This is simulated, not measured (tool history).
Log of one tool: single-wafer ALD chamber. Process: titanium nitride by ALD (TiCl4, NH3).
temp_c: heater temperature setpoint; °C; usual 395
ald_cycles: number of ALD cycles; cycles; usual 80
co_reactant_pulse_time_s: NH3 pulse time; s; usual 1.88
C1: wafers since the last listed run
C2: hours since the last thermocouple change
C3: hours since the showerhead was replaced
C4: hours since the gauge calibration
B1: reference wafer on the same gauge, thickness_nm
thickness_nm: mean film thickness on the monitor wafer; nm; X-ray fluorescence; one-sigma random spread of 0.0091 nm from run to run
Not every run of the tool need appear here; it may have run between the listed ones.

run 1 hour=0.0 | temp_c=386 ald_cycles=80 co_reactant_pulse_time_s=2.34 | C1=0 C2=914.3 C3=2920.7 C4=837.8 | B1=1.811 | thickness_nm=1.793
run 2 hour=66.5 | temp_c=386 ald_cycles=80 co_reactant_pulse_time_s=2.34 | C1=138 C2=980.8 C3=2987.2 C4=904.3 | B1=1.805 | thickness_nm=1.778
run 3 hour=123.2 | temp_c=386 ald_cycles=80 co_reactant_pulse_time_s=2.34 | C1=118 C2=1037.5 C3=3043.9 C4=961.0 | B1=1.800 | thickness_nm=1.770
run 4 hour=161.1 | temp_c=395 ald_cycles=80 co_reactant_pulse_time_s=1.88 | C1=79 C2=1075.4 C3=3081.8 C4=998.9 | B1=1.797 | thickness_nm=1.777
-- hour=179.1 gauge calibrated
run 5 hour=212.4 | temp_c=395 ald_cycles=80 co_reactant_pulse_time_s=1.88 | C1=107 C2=1126.7 C3=3133.1 C4=33.3 | B1=1.851 | thickness_nm=1.803
run 6 hour=258.6 | temp_c=395 ald_cycles=80 co_reactant_pulse_time_s=1.88 | C1=96 C2=1172.9 C3=3179.3 C4=79.5 | B1=1.849 | thickness_nm=1.815
run 7 hour=338.8 | temp_c=395 ald_cycles=80 co_reactant_pulse_time_s=1.40 | C1=167 C2=1253.1 C3=3259.5 C4=159.7 | B1=1.847 | thickness_nm=1.791
run 8 hour=427.2 | temp_c=395 ald_cycles=80 co_reactant_pulse_time_s=1.40 | C1=184 C2=1341.5 C3=3347.9 C4=248.1 | B1=1.847 | thickness_nm=1.797
run 9 hour=532.2 | temp_c=395 ald_cycles=80 co_reactant_pulse_time_s=1.40 | C1=219 C2=1446.5 C3=3452.9 C4=353.1 | B1=1.844 | thickness_nm=1.785
run 10 hour=596.7 | temp_c=399 ald_cycles=80 co_reactant_pulse_time_s=2.07 | C1=134 C2=1511.0 C3=3517.4 C4=417.6 | B1=1.843 | thickness_nm=1.820
run 11 hour=652.8 | temp_c=395 ald_cycles=80 co_reactant_pulse_time_s=1.88 | C1=117 C2=1567.1 C3=3573.5 C4=473.7 | B1=1.838 | thickness_nm=1.803
-- hour=664.7 showerhead replaced
-- hour=708.8 thermocouple changed; heater temperature recalibrated
run 12 hour=723.7 | temp_c=381 ald_cycles=67 co_reactant_pulse_time_s=1.46 | C1=114 C2=14.9 C3=59.0 C4=544.6 | B1=1.836 | thickness_nm=1.468
run 13 hour=800.9 | temp_c=395 ald_cycles=80 co_reactant_pulse_time_s=1.67 | C1=161 C2=92.1 C3=136.2 C4=621.8 | B1=1.830 | thickness_nm=1.783
run 14 hour=897.6 | temp_c=401 ald_cycles=72 co_reactant_pulse_time_s=2.31 | C1=202 C2=188.8 C3=232.9 C4=718.5 | B1=1.823 | thickness_nm=1.635
run 15 hour=934.1 | temp_c=395 ald_cycles=92 co_reactant_pulse_time_s=1.24 | C1=76 C2=225.3 C3=269.4 C4=755.0 | B1=1.822 | thickness_nm=2.005
run 16 hour=1013.2 | temp_c=395 ald_cycles=92 co_reactant_pulse_time_s=1.24 | C1=165 C2=304.4 C3=348.5 C4=834.1 | B1=1.814 | thickness_nm=2.018
run 17 hour=1088.4 | temp_c=409 ald_cycles=65 co_reactant_pulse_time_s=1.88 | C1=157 C2=379.6 C3=423.7 C4=909.3 | B1=1.809 | thickness_nm=1.460
-- hour=1162.9 gauge calibrated
run 18 hour=1180.7 | temp_c=385 ald_cycles=94 co_reactant_pulse_time_s=1.37 | C1=192 C2=471.9 C3=516.0 C4=17.8 | B1=1.850 | thickness_nm=2.102
run 19 hour=1247.0 | temp_c=395 ald_cycles=80 co_reactant_pulse_time_s=1.88 | C1=138 C2=538.2 C3=582.3 C4=84.1 | B1=1.849 | thickness_nm=1.815
run 20 hour=1310.7 | temp_c=395 ald_cycles=80 co_reactant_pulse_time_s=1.88 | C1=133 C2=601.9 C3=646.0 C4=147.8 | B1=1.848 | thickness_nm=1.827
run 21 hour=1384.0 | temp_c=404 ald_cycles=89 co_reactant_pulse_time_s=1.65 | C1=153 C2=675.2 C3=719.3 C4=221.1 | B1=1.846 | thickness_nm=2.023
run 22 hour=1472.3 | temp_c=385 ald_cycles=68 co_reactant_pulse_time_s=2.27 | C1=184 C2=763.5 C3=807.6 C4=309.4 | B1=1.842 | thickness_nm=1.535
run 23 hour=1556.4 | temp_c=395 ald_cycles=80 co_reactant_pulse_time_s=1.88 | C1=175 C2=847.6 C3=891.7 C4=393.5 | B1=1.841 | thickness_nm=1.788

Consider 4 possible next runs. They are alternatives, not a sequence: every one starts from the tool as it was left by run 23. What does each give?
run A hour=1557.0 | temp_c=395 ald_cycles=90 co_reactant_pulse_time_s=1.88 | C1=1 C2=848.2 C3=892.3 C4=394.1 | B1=? | thickness_nm=?
run B hour=1557.0 | temp_c=400 ald_cycles=69 co_reactant_pulse_time_s=2.36 | C1=1 C2=848.2 C3=892.3 C4=394.1 | B1=? | thickness_nm=?
run C hour=1557.0 | temp_c=408 ald_cycles=87 co_reactant_pulse_time_s=1.88 | C1=1 C2=848.2 C3=892.3 C4=394.1 | B1=? | thickness_nm=?
run D hour=1557.0 | temp_c=395 ald_cycles=80 co_reactant_pulse_time_s=2.62 | C1=1 C2=848.2 C3=892.3 C4=394.1 | B1=? | thickness_nm=?

run=A B1=1.841 thickness_nm=2.014
run=B B1=1.841 thickness_nm=1.563
run=C B1=1.841 thickness_nm=1.961
run=D B1=1.841 thickness_nm=1.813
With no hidden state in the tool, these same runs would have given:
run=A thickness_nm=2.024
run=B thickness_nm=1.571
run=C thickness_nm=1.971
run=D thickness_nm=1.822
